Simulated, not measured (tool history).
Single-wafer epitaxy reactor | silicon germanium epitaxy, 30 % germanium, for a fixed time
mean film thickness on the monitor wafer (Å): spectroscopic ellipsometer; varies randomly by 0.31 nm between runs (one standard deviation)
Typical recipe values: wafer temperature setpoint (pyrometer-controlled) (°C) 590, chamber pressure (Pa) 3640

run,hour,wafer temperature setpoint (pyrometer-controlled) (°C),chamber pressure (Pa),wafers since the last listed run,hours since the last pyrometer calibration,hours since the last manometer calibration,hours since the showerhead was replaced,hours since the gauge calibration,"read-back reference wafer on the same gauge, thickness_nm",mean film thickness on the monitor wafer (Å)
1,0.0,579,3213,0,1418.5,809.4,6368.4,138.3,56.878,386.15
2,24.1,579,3213,381,1442.6,833.5,6392.5,162.4,56.947,384.69
3,43.1,590,3226,301,1461.6,852.5,6411.5,181.4,57.041,467.83
4,63.7,590,3226,326,1482.2,873.1,6432.1,202.0,57.010,470.68
5,88.4,590,3226,391,1506.9,897.8,6456.8,226.7,56.914,465.32
6,109.5,590,3640,334,1528.0,918.9,6477.9,247.8,56.983,479.78
7,134.6,590,3640,397,1553.1,944.0,6503.0,272.9,56.897,481.46
8,154.3,601,3093,312,1572.8,963.7,6522.7,292.6,56.984,541.52
9,181.4,601,3093,429,1599.9,990.8,6549.8,319.7,56.952,547.48
# hour 193.8: gauge calibrated
10,195.2,601,3093,218,1613.7,1004.6,6563.6,1.4,56.915,540.20
11,224.3,590,3213,461,1642.8,1033.7,6592.7,30.5,57.026,461.47
12,255.8,581,3253,499,1674.3,1065.2,6624.2,62.0,57.096,398.99
# hour 265.5: pyrometer calibrated
13,286.0,601,3093,351,20.5,1095.4,6654.4,92.2,57.035,511.00
# hour 294.9: showerhead replaced
14,312.3,590,4173,290,46.8,1121.7,17.4,118.5,56.957,474.46
15,329.7,590,2933,275,64.2,1139.1,34.8,135.9,57.013,416.55
# hour 343.8: pyrometer calibrated, repeated, since the last time left the tool worse
# hour 354.5: capacitance manometer re-zeroed and calibrated
16,361.1,578,3640,244,17.3,6.6,66.2,167.3,57.076,414.78
17,376.3,590,3640,240,32.5,21.8,81.4,182.5,57.035,515.92
18,410.6,584,3346,543,66.8,56.1,115.7,216.8,56.891,446.82
19,430.4,590,3640,313,86.6,75.9,135.5,236.6,56.867,515.31
20,452.5,581,4173,350,108.7,98.0,157.6,258.7,57.055,464.27
21,486.8,590,4173,543,143.0,132.3,191.9,293.0,57.110,537.26
22,513.7,599,2880,426,169.9,159.2,218.8,319.9,57.061,551.18

5 options for the next run, each taken on its own from the tool as it stands now. Forecast them:
A,514.1,590,3013,6,170.3,159.6,219.2,320.3,?,?
B,514.1,590,3386,6,170.3,159.6,219.2,320.3,?,?
C,514.1,585,2986,6,170.3,159.6,219.2,320.3,?,?
D,514.1,590,2760,6,170.3,159.6,219.2,320.3,?,?
E,514.1,583,2746,6,170.3,159.6,219.2,320.3,?,?

run,"read-back reference wafer on the same gauge, thickness_nm",mean film thickness on the monitor wafer (Å)
A,57.061,478.10
B,57.061,497.55
C,57.061,438.83
D,57.061,464.20
E,57.061,412.68
With no hidden state in the tool, these same runs would have given:
run,mean film thickness on the monitor wafer (Å)
A,480.03
B,499.55
C,440.61
D,466.07
E,414.36
